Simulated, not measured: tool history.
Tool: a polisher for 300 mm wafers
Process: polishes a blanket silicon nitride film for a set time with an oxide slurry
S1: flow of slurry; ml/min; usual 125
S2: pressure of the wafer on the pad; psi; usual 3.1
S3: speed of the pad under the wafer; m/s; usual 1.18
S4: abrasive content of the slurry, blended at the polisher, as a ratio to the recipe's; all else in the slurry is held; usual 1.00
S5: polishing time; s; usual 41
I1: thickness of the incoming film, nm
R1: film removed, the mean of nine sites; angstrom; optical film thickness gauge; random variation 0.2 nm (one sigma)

run	hour	S1	S2	S3	S4	S5	I1	R1
1	0.0	145	3.1	1.18	1.00	41	358.0	205
# hour 19.3: conditioning disc replaced and pad reconditioned
2	19.8	145	3.1	1.18	1.00	41	358.0	208
3	31.5	125	3.1	1.18	0.80	41	366.7	184
4	45.3	125	3.1	1.18	1.00	41	356.6	202
5	65.0	125	3.1	1.34	1.00	41	360.5	222
# hour 87.5: worn pad replaced by a new one
6	96.2	125	3.1	1.18	1.25	41	355.3	223
7	123.3	125	3.1	1.18	1.00	41	359.1	199
# hour 134.6: slurry blender recalibrated
8	154.3	125	3.1	1.18	1.00	41	363.4	203
9	170.5	125	3.1	1.18	1.00	41	356.9	203
# hour 194.9: head pressure recalibrated
# hour 200.0: worn pad replaced by a new one
10	201.9	125	2.4	1.60	1.00	41	359.9	203
# hour 206.7: conditioning disc replaced and pad reconditioned
11	226.2	100	3.1	1.18	1.00	41	357.1	182
# hour 248.6: slurry nozzle cleaned
12	255.2	125	3.1	1.18	1.00	41	363.9	190
13	290.2	90	3.6	1.18	1.00	41	362.5	205
# hour 299.5: head pressure recalibrated, repeated, since the last time left the tool worse
14	309.0	145	3.6	0.78	1.15	41	368.3	191
# hour 330.8: worn pad replaced by a new one
15	342.4	140	3.1	1.18	1.25	41	359.6	238
16	373.3	170	4.1	1.30	1.00	54	365.1	397

Forecast run 17:
# hour 389.4: conditioning disc replaced and pad reconditioned
17	400.0	110	3.1	0.80	0.70	41	353.2	?

R1: 125 angstrom
Without the tool's hidden state the same run would have given R1 127 angstrom.

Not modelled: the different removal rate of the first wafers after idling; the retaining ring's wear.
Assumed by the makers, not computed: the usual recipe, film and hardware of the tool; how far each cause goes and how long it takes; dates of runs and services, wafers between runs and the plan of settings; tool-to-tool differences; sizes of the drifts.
